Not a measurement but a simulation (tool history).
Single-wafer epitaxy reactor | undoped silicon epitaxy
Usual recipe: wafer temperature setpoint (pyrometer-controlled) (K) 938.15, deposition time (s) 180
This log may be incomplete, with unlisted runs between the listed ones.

run	hour	wafer temperature setpoint (pyrometer-controlled) (K)	deposition time (s)	wafers since the last listed run	hours since the last pyrometer calibration	hours since the gauge calibration	read-back reference wafer on the same gauge, thickness_nm	mean film thickness on the monitor wafer (nm)
1	0	938.15	180	0	1123	69.8	47.511	37.427
2	6.6	942.15	180	80	1129.6	76.4	47.469	41.27
3	22.7	938.15	180	197	1145.7	92.5	47.529	37.384
4	32.7	938.15	180	122	1155.7	102.5	47.502	37.398
5	41.4	938.15	180	106	1164.4	111.2	47.508	37.507
6	50.7	938.15	156	113	1173.7	120.5	47.501	32.35
7	57.2	933.15	180	79	1180.2	127	47.501	33.216
8	64.7	933.15	180	91	1187.7	134.5	47.484	33.154
9	109	938.15	180	542	1232	178.8	47.513	37.402
# hour 121.2: gauge calibrated
10	123.7	938.15	180	180	1246.7	2.5	47.502	37.284
11	130.1	938.15	180	78	1253.1	8.9	47.493	37.415
12	144	938.15	180	170	1267	22.8	47.547	37.554
# hour 153: pyrometer calibrated
13	153.5	924.15	196	18	0.5	32.3	47.529	27.767
14	163.5	938.15	180	122	10.5	42.3	47.518	35.982
15	170.8	938.15	180	89	17.8	49.6	47.493	35.903
16	179.4	938.15	180	105	26.4	58.2	47.509	35.849
# hour 194.6: pyrometer calibrated, repeated, since the last time left the tool worse
17	195.3	950.15	204	96	0.7	74.1	47.517	59.76
18	203.7	938.15	180	102	9.1	82.5	47.508	39.75
19	220.2	938.15	196	202	25.6	99	47.491	43.077
20	234.1	929.15	191	170	39.5	112.9	47.474	33.542
21	249.5	928.15	147	188	54.9	128.3	47.497	25.07
22	264.3	938.15	216	181	69.7	143.1	47.534	47.025
23	281.5	944.15	207	210	86.9	160.3	47.469	51.871
24	298.9	949.15	154	213	104.3	177.7	47.474	43.104

5 ways to go on from here, each from the tool as it stands after run 24. What would each give?
A	299.3	938.15	180	4	104.7	178.1	?	?
B	299.3	938.15	201	4	104.7	178.1	?	?
C	299.3	926.15	180	4	104.7	178.1	?	?
D	299.3	932.15	180	4	104.7	178.1	?	?
E	299.3	951.15	211	4	104.7	178.1	?	?

run	read-back reference wafer on the same gauge, thickness_nm	mean film thickness on the monitor wafer (nm)
A	47.492	39.08
B	47.492	43.639
C	47.492	29.141
D	47.492	33.783
E	47.492	62.359
With the hidden condition removed and each run's random variation left untouched, the same runs would have given:
run	mean film thickness on the monitor wafer (nm)
A	39.862
B	44.513
C	29.742
D	34.469
E	63.569

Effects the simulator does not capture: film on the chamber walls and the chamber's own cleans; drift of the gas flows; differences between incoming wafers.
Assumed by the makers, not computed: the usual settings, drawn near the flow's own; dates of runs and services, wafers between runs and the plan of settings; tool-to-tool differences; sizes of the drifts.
